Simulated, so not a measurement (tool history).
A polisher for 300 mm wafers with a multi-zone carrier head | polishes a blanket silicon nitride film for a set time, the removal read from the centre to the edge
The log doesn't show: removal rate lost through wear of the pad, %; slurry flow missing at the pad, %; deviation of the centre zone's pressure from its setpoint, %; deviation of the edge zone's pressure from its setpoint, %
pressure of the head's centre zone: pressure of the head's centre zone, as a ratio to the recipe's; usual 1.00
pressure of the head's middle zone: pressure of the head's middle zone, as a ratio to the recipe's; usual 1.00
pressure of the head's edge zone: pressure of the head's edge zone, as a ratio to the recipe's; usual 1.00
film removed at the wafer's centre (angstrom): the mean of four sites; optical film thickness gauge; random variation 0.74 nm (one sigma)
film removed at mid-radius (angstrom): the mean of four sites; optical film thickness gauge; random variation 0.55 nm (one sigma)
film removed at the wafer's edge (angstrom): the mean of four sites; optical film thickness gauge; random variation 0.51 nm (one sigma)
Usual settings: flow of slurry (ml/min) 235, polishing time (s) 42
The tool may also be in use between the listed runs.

run	hour	flow of slurry (ml/min)	pressure of the head's centre zone	pressure of the head's middle zone	pressure of the head's edge zone	polishing time (s)	wafers since the last listed run	wafers polished on this pad	hours since the slurry nozzle was cleaned	hours since the centre zone pressure was calibrated	hours since the edge zone pressure was calibrated	hours since the carrier head's membrane was replaced	incoming thickness of the incoming film, nm	film removed at the wafer's centre (angstrom)	film removed at mid-radius (angstrom)	film removed at the wafer's edge (angstrom)
1	0.0	235	1.00	1.00	1.00	42	0	978	280.2	544.9	158.2	222.3	430.4	524	511	490
2	57.1	235	1.00	1.00	1.00	42	671	1649	337.3	602.0	215.3	279.4	437.9	528	506	470
3	149.4	235	1.00	1.00	1.00	42	1084	2734	429.6	694.3	307.6	371.7	426.2	512	482	463
4	218.0	235	0.91	1.00	1.00	42	806	3540	498.2	762.9	376.2	440.3	429.9	484	476	464
# hour 255.8: slurry nozzle cleaned
5	257.8	235	0.91	1.00	1.00	42	456	3996	2.0	802.7	416.0	480.1	437.0	461	470	456
# hour 335.3: carrier head's membrane replaced by a new one
# hour 336.9: worn pad replaced by a new one
6	349.9	235	1.10	1.00	1.04	42	1004	152	94.1	894.8	508.1	14.6	430.5	605	530	523
# hour 410.9: centre zone pressure recalibrated
7	429.6	235	0.91	1.00	1.00	42	913	1066	173.8	18.7	587.8	94.3	431.9	452	498	492
8	501.2	235	1.00	1.00	1.00	42	841	1907	245.4	90.3	659.4	165.9	424.6	489	490	472
9	593.2	235	1.00	1.00	1.00	30	1081	2989	337.4	182.3	751.4	257.9	433.2	343	339	325
10	635.1	235	1.00	1.00	1.00	42	492	3481	379.3	224.2	793.3	299.8	425.3	480	475	464
# hour 703.5: slurry nozzle cleaned
11	742.6	235	1.00	1.00	1.00	42	1251	4733	39.1	331.7	900.8	407.3	427.3	471	466	456
12	787.4	235	1.00	1.00	0.96	30	526	5260	83.9	376.5	945.6	452.1	430.6	356	342	314
# hour 800.8: worn pad replaced by a new one
# hour 821.0: carrier head's membrane replaced by a new one
13	840.0	235	1.00	1.00	1.08	32	512	402	136.5	429.1	998.2	19.0	432.3	402	395	394
14	884.2	235	0.92	1.00	1.03	42	519	921	180.7	473.3	1042.4	63.2	438.2	484	508	490
15	942.5	235	1.00	1.00	1.00	29	685	1607	239.0	531.6	1100.7	121.5	428.8	344	341	327
16	1014.6	290	0.92	1.00	1.05	53	847	2454	311.1	603.7	1172.8	193.6	427.0	610	625	609
# hour 1076.1: edge zone pressure recalibrated
17	1118.5	235	1.00	1.00	1.00	42	1197	3652	415.0	707.6	42.4	297.5	428.9	488	474	444
# hour 1168.0: slurry nozzle cleaned
18	1196.5	235	1.00	1.00	1.00	33	905	4557	28.5	785.6	120.4	375.5	425.8	392	369	352
# hour 1270.0: carrier head's membrane replaced by a new one
19	1301.3	235	1.00	1.00	1.00	42	1173	5730	133.3	890.4	225.2	31.3	436.1	507	469	445
20	1355.8	235	1.00	1.00	0.90	42	640	6371	187.8	944.9	279.7	85.8	426.3	508	463	426
# hour 1363.4: worn pad replaced by a new one
# hour 1460.6: centre zone pressure recalibrated
21	1461.1	235	1.00	1.00	0.91	42	1167	1125	293.1	0.5	385.0	191.1	431.6	512	499	469

Forecast each of these 5 alternatives for the next run:
A	1461.5	235	1.00	1.00	1.00	42	4	1130	293.5	0.9	385.4	191.5	426.8	?	?	?
B	1461.5	275	1.00	1.04	0.96	50	4	1130	293.5	0.9	385.4	191.5	426.8	?	?	?
C	1461.5	235	1.00	1.00	1.00	54	4	1130	293.5	0.9	385.4	191.5	426.8	?	?	?
D	1461.5	160	1.00	1.00	1.00	42	4	1130	293.5	0.9	385.4	191.5	426.8	?	?	?
E	1461.5	260	0.92	1.11	0.89	42	4	1130	293.5	0.9	385.4	191.5	426.8	?	?	?

run	film removed at the wafer's centre (angstrom)	film removed at mid-radius (angstrom)	film removed at the wafer's edge (angstrom)
A	498	508	489
B	604	635	577
C	641	653	628
D	473	484	472
E	476	561	466
Without the tool's hidden state the same runs would have given:
run	film removed at the wafer's centre (angstrom)	film removed at mid-radius (angstrom)	film removed at the wafer's edge (angstrom)
A	532	541	521
B	645	677	616
C	684	696	670
D	505	516	503
E	508	598	497
